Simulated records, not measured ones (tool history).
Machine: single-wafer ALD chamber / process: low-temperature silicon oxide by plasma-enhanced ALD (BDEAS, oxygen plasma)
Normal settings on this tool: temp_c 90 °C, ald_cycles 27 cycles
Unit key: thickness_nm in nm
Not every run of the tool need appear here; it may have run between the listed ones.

| run | hour | temp_c | ald_cycles | wafers since the last listed run | hours since the last thermocouple change | hours since the gauge calibration | read-back reference wafer on the same gauge, thickness_nm | thickness_nm |
|---|---|---|---|---|---|---|---|---|
| 1 | 0 | 90 | 27 | 0 | 1395.7 | 307.9 | 3.088 | 3.222 |
| 2 | 13.5 | 90 | 27 | 77 | 1409.2 | 321.4 | 3.086 | 3.24 |
| 3 | 21.9 | 90 | 27 | 48 | 1417.6 | 329.8 | 3.087 | 3.246 |
| 4 | 32 | 90 | 23 | 58 | 1427.7 | 339.9 | 3.085 | 2.743 |
| 5 | 44.9 | 90 | 23 | 74 | 1440.6 | 352.8 | 3.083 | 2.74 |
| 6 | 51 | 90 | 27 | 35 | 1446.7 | 358.9 | 3.082 | 3.227 |
| 7 | 67.8 | 90 | 27 | 96 | 1463.5 | 375.7 | 3.078 | 3.222 |
| 8 | 76.8 | 90 | 27 | 51 | 1472.5 | 384.7 | 3.081 | 3.225 |
| 9 | 93 | 90 | 27 | 93 | 1488.7 | 400.9 | 3.075 | 3.222 |
| 10 | 104.3 | 90 | 30 | 65 | 1500 | 412.2 | 3.075 | 3.578 |
| 11 | 113.7 | 90 | 27 | 54 | 1509.4 | 421.6 | 3.075 | 3.222 |
| 12 | 129.8 | 90 | 27 | 92 | 1525.5 | 437.7 | 3.071 | 3.2 |
| 13 | 138.3 | 90 | 27 | 49 | 1534 | 446.2 | 3.07 | 3.206 |
| 14 | 152.6 | 80 | 27 | 82 | 1548.3 | 460.5 | 3.07 | 3.325 |
|  | 165.1 | gauge calibrated |
| 15 | 168.8 | 80 | 27 | 93 | 1564.5 | 3.7 | 3.129 | 3.367 |
| 16 | 175.7 | 97 | 30 | 39 | 1571.4 | 10.6 | 3.128 | 3.562 |
| 17 | 188.8 | 90 | 27 | 75 | 1584.5 | 23.7 | 3.127 | 3.274 |
| 18 | 205.6 | 90 | 27 | 96 | 1601.3 | 40.5 | 3.123 | 3.267 |
| 19 | 216.9 | 99 | 24 | 65 | 1612.6 | 51.8 | 3.123 | 2.826 |
| 20 | 228.4 | 90 | 27 | 66 | 1624.1 | 63.3 | 3.123 | 3.269 |
|  | 275.1 | thermocouple changed; heater temperature recalibrated |
| 21 | 276.6 | 90 | 27 | 232 | 1.5 | 111.5 | 3.116 | 3.262 |
| 22 | 293.1 | 81 | 27 | 95 | 18 | 128 | 3.113 | 3.348 |
| 23 | 307 | 102 | 27 | 80 | 31.9 | 141.9 | 3.113 | 3.144 |
| 24 | 319 | 94 | 30 | 69 | 43.9 | 153.9 | 3.11 | 3.579 |
| 25 | 326.5 | 82 | 31 | 43 | 51.4 | 161.4 | 3.11 | 3.824 |
| 26 | 334.6 | 94 | 26 | 46 | 59.5 | 169.5 | 3.108 | 3.105 |
| 27 | 344.4 | 102 | 32 | 56 | 69.3 | 179.3 | 3.105 | 3.713 |
| 28 | 360.9 | 90 | 27 | 95 | 85.8 | 195.8 | 3.106 | 3.248 |
| 29 | 377.2 | 96 | 31 | 94 | 102.1 | 212.1 | 3.104 | 3.66 |
| 30 | 394.6 | 90 | 27 | 100 | 119.5 | 229.5 | 3.1 | 3.24 |

Give the tool's hidden conditions for every run:
wafer temperature above the value expected at the setpoint (K): 0 on each run
H1: gauge reads high (%)
| run | H1 |
|---|---|
| 1 | -1.02 |
| 2 | -1.08 |
| 3 | -1.11 |
| 4 | -1.15 |
| 5 | -1.2 |
| 6 | -1.23 |
| 7 | -1.29 |
| 8 | -1.33 |
| 9 | -1.39 |
| 10 | -1.44 |
| 11 | -1.48 |
| 12 | -1.54 |
| 13 | -1.57 |
| 14 | -1.63 |
| 15 | 0.297 |
| 16 | 0.269 |
| 17 | 0.217 |
| 18 | 0.15 |
| 19 | 0.105 |
| 20 | 0.0587 |
| 21 | -0.134 |
| 22 | -0.2 |
| 23 | -0.256 |
| 24 | -0.304 |
| 25 | -0.334 |
| 26 | -0.366 |
| 27 | -0.405 |
| 28 | -0.471 |
| 29 | -0.537 |
| 30 | -0.606 |
